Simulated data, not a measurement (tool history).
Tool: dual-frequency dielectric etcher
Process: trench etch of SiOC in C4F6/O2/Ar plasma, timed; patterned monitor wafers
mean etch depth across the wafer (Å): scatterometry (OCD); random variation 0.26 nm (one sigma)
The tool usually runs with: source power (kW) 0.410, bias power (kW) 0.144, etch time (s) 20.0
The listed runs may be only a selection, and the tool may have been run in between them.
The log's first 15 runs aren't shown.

| run | hour | source power (kW) | bias power (kW) | etch time (s) | read-back reference wafer on the same gauge, depth_nm | mean etch depth across the wafer (Å) |
|---|---|---|---|---|---|---|
| 16 | 735.2 | 0.410 | 0.120 | 23.0 | 36.56 | 454.6 |
| 17 | 805.9 | 0.430 | 0.144 | 24.5 | 36.66 | 530.6 |
|  | 877.2 | wet clean of the chamber |
| 18 | 877.7 | 0.490 | 0.144 | 23.0 | 36.58 | 516.6 |
|  | 916.0 | upper electrode replaced |
|  | 917.1 | gauge calibrated |
| 19 | 935.2 | 0.370 | 0.176 | 22.0 | 36.61 | 461.7 |
| 20 | 997.1 | 0.440 | 0.144 | 22.0 | 36.60 | 467.1 |
| 21 | 1066.9 | 0.500 | 0.129 | 17.0 | 36.61 | 374.7 |
| 22 | 1108.7 | 0.330 | 0.125 | 15.0 | 36.59 | 271.8 |
| 23 | 1135.9 | 0.470 | 0.178 | 20.0 | 36.59 | 474.6 |
| 24 | 1184.7 | 0.380 | 0.165 | 14.5 | 36.60 | 308.0 |
| 25 | 1228.9 | 0.410 | 0.144 | 20.0 | 36.65 | 421.4 |
| 26 | 1262.2 | 0.380 | 0.121 | 23.5 | 36.63 | 456.9 |
|  | 1288.0 | wet clean of the chamber |
| 27 | 1328.8 | 0.330 | 0.122 | 20.0 | 36.57 | 355.8 |
| 28 | 1386.5 | 0.360 | 0.178 | 25.0 | 36.60 | 520.3 |
| 29 | 1443.3 | 0.330 | 0.125 | 15.0 | 36.60 | 266.7 |
| 30 | 1503.9 | 0.410 | 0.144 | 20.0 | 36.63 | 419.5 |

4 ways to go on from here, each from the tool as it stands after run 30. What would each give?
| A | 1504.3 | 0.410 | 0.144 | 20.0 | ? | ? |
| B | 1504.3 | 0.410 | 0.124 | 25.5 | ? | ? |
| C | 1504.3 | 0.410 | 0.180 | 14.0 | ? | ? |
| D | 1504.3 | 0.410 | 0.176 | 22.0 | ? | ? |

| run | read-back reference wafer on the same gauge, depth_nm | mean etch depth across the wafer (Å) |
|---|---|---|
| A | 36.55 | 413.1 |
| B | 36.55 | 503.2 |
| C | 36.55 | 310.4 |
| D | 36.55 | 484.3 |
With no hidden state in the tool, these same runs would have given:
| run | mean etch depth across the wafer (Å) |
|---|---|
| A | 405.6 |
| B | 494.0 |
| C | 304.8 |
| D | 475.4 |
